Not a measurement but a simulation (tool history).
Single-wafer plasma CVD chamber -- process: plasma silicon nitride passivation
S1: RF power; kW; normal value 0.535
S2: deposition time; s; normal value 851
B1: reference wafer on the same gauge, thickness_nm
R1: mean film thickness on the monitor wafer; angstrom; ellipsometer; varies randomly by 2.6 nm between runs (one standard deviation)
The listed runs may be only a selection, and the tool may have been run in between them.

| run | day | S1 | S2 | B1 | R1 |
|---|---|---|---|---|---|
| 1 | 0.000 | 0.535 | 851 | 1450.559 | 12567.04 |
| 2 | 2.512 | 0.535 | 851 | 1449.767 | 12583.45 |
| 3 | 4.250 | 0.535 | 851 | 1449.370 | 12541.68 |
| 4 | 8.467 | 0.535 | 851 | 1449.956 | 12538.78 |
|  | 9.083 | gauge calibrated |
| 5 | 10.667 | 0.535 | 851 | 1449.610 | 12542.78 |
| 6 | 12.621 | 0.535 | 851 | 1449.791 | 12510.27 |
| 7 | 15.017 | 0.535 | 851 | 1450.313 | 12503.36 |
|  | 16.346 | RF generator calibrated |
| 8 | 18.117 | 0.570 | 1013 | 1450.029 | 15524.22 |
| 9 | 21.883 | 0.535 | 851 | 1450.282 | 12755.89 |
|  | 24.621 | showerhead replaced, of another model than before |
| 10 | 25.325 | 0.580 | 902 | 1450.334 | 14016.44 |
| 11 | 28.708 | 0.535 | 916 | 1449.938 | 13683.58 |
|  | 29.175 | gauge calibrated |
| 12 | 31.304 | 0.460 | 731 | 1449.946 | 9999.49 |
| 13 | 33.858 | 0.570 | 974 | 1450.180 | 14942.86 |

Run 14 comes next. What will it give?
| 14 | 37.017 | 0.605 | 851 | ? | ? |

B1: 1449.869
R1: 13481.07 angstrom
With the hidden condition absent and the run-to-run variation left alone, this run would have shown R1 13669.00 angstrom.
